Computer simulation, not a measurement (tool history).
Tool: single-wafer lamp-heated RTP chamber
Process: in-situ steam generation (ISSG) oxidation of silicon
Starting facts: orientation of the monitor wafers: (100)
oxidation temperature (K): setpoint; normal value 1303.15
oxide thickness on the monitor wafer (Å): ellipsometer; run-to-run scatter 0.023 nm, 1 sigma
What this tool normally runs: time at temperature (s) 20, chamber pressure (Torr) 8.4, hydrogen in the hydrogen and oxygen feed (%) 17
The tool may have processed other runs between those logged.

run	hour	oxidation temperature (K)	time at temperature (s)	chamber pressure (Torr)	hydrogen in the hydrogen and oxygen feed (%)	read-back reference wafer on the same gauge, thickness	oxide thickness on the monitor wafer (Å)
1	0	1308.15	20	8.4	17	7.137	63.34
2	90.7	1303.15	20	9.6	17	7.132	60.86
# hour 162.7: hydrogen flow controller replaced
3	183.4	1303.15	20	8.4	17	7.131	61.64
4	233.4	1303.15	20	8.4	17	7.124	62
# hour 278: pressure gauge zeroed
5	307.7	1303.15	20	8.4	17	7.113	62.06
6	361.8	1303.15	20	8.4	17	7.11	61.7
7	420.8	1303.15	20	7.5	22	7.102	65.45
8	508	1308.15	20	8.4	17	7.097	63.06
9	572.3	1295.15	23	8	25	7.085	69.5
10	645.3	1303.15	20	8.4	27	7.085	68.32
11	700.1	1316.15	20	8.4	17	7.072	65.52
# hour 716.8: pyrometer window cleaned and pyrometer calibrated
12	767.7	1303.15	20	8.4	17	7.067	61.16
13	1000.7	1303.15	25	8.4	11	7.046	62.75
14	1062.8	1323.15	20	8.4	17	7.036	67.53
15	1148.2	1303.15	20	7.1	12	7.028	56.26
16	1229.9	1288.15	20	8.4	17	7.019	56.66
17	1281.1	1288.15	25	7.4	27	7.011	70.42
18	1378.3	1303.15	20	8.4	17	7.001	60.69
# hour 1403.2: pyrometer window cleaned and pyrometer calibrated
# hour 1434: gauge calibrated
19	1453	1318.15	22	8.4	12	7.271	66.25
20	1501.2	1318.15	14	8.8	11	7.278	51.39
21	1585.5	1303.15	23	8.4	20	7.28	70.18
22	1627.8	1303.15	20	8.4	17	7.279	63.01
23	1716.9	1303.15	20	9.2	17	7.276	62.73
24	1793	1312.15	20	7.1	17	7.275	65.31
25	2004.3	1303.15	17	6.9	13	7.276	54.11
26	2077.3	1303.15	17	7.4	17	7.273	57.98
27	2152.6	1303.15	20	8.4	11	7.269	57.26
# hour 2221.4: pyrometer window cleaned and pyrometer calibrated
28	2247.8	1303.15	20	8.4	17	7.268	62.94
29	2324.1	1303.15	20	8.4	17	7.27	63.03
30	2389.4	1318.15	20	9	17	7.267	67.59

Selected run-to-run steps in oxide thickness on the monitor wafer (Å), each split into two signed amounts: the part the tool would show with no hidden state at all (from settings, incoming material and random variation), and the remainder, which goes to the hidden state together with any gauge scatter not common to the measured and the hidden-state-free results:
Hidden state present: true wafer temperature minus pyrometer reading, K; true pressure minus gauge reading, Torr; deviation of the hydrogen flow from its setpoint, %; gauge reads high (%).
Run 14 -> 15: oxidation temperature (K) 1323.15 -> 1303.15, chamber pressure (Torr) 8.4 -> 7.1, hydrogen in the hydrogen and oxygen feed (%) 17 -> 12. oxide thickness on the monitor wafer (Å) -11.27: hidden state +0.28, all else -11.55.
Run 16 -> 17: time at temperature (s) 20 -> 25, chamber pressure (Torr) 8.4 -> 7.4, hydrogen in the hydrogen and oxygen feed (%) 17 -> 27. oxide thickness on the monitor wafer (Å) +13.76: hidden state -0.55, all else +14.31.
Run 18 -> 19: oxidation temperature (K) 1303.15 -> 1318.15, time at temperature (s) 20 -> 22, hydrogen in the hydrogen and oxygen feed (%) 17 -> 12, pyrometer window cleaned and pyrometer calibrated, gauge calibrated. oxide thickness on the monitor wafer (Å) +5.56: hidden state +2.42, all else +3.14.
Run 19 -> 20: time at temperature (s) 22 -> 14, chamber pressure (Torr) 8.4 -> 8.8, hydrogen in the hydrogen and oxygen feed (%) 12 -> 11. oxide thickness on the monitor wafer (Å) -14.86: hidden state -0.04, all else -14.82.
Run 20 -> 21: oxidation temperature (K) 1318.15 -> 1303.15, time at temperature (s) 14 -> 23, chamber pressure (Torr) 8.8 -> 8.4, hydrogen in the hydrogen and oxygen feed (%) 11 -> 20. oxide thickness on the monitor wafer (Å) +18.79: hidden state +0.04, all else +18.75.

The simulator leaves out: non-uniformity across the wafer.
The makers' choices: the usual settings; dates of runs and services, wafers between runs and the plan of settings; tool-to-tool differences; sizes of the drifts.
